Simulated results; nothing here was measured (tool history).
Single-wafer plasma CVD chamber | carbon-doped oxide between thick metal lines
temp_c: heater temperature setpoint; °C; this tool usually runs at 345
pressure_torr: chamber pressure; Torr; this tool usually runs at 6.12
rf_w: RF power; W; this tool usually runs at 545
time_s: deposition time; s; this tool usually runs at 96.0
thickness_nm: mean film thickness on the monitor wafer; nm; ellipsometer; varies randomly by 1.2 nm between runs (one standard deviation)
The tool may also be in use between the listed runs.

run	hour	temp_c	pressure_torr	rf_w	time_s	read-back reference wafer on the same gauge, thickness_nm	thickness_nm
1	0.0	345	6.12	545	107.3	563.079	601.079
2	19.3	345	6.12	545	96.0	562.654	539.929
3	39.4	345	6.12	545	96.0	562.896	537.262
4	62.2	345	6.12	545	96.0	563.100	537.349
5	112.8	354	6.12	545	96.0	562.879	526.333
6	131.6	354	6.12	545	96.0	563.035	526.759
7	162.6	354	6.12	545	96.0	563.046	527.452
8	188.2	345	6.62	545	96.0	562.914	544.239
9	209.8	345	6.12	545	96.0	562.742	536.272
10	227.4	345	6.12	545	96.0	563.115	535.492
11	262.6	345	5.09	545	96.0	562.753	523.140
12	284.2	345	6.12	545	96.0	562.996	537.263
13	303.2	345	6.12	545	96.0	563.056	538.185
14	323.0	345	6.12	545	96.0	562.940	537.137
# hour 348.5: capacitance manometer re-zeroed and calibrated
15	349.0	345	6.12	575	102.3	563.023	584.100
# hour 365.0: RF generator calibrated
16	392.5	345	6.12	575	102.3	562.946	599.974
17	406.0	345	6.12	545	104.8	562.948	603.667
# hour 428.5: thermocouple changed; heater temperature recalibrated
18	429.0	345	6.12	545	96.0	562.961	551.249
19	451.6	334	6.12	630	83.1	562.770	518.830

Estimate the outcome of run 20 from the log above:
20	466.3	345	6.12	545	96.0	?	?

{"run 20": {"read-back reference wafer on the same gauge, thickness_nm": 562.855, "thickness_nm": 550.321}}
With the hidden condition absent and the run-to-run variation left alone, this run would have shown thickness_nm 554.116 nm.
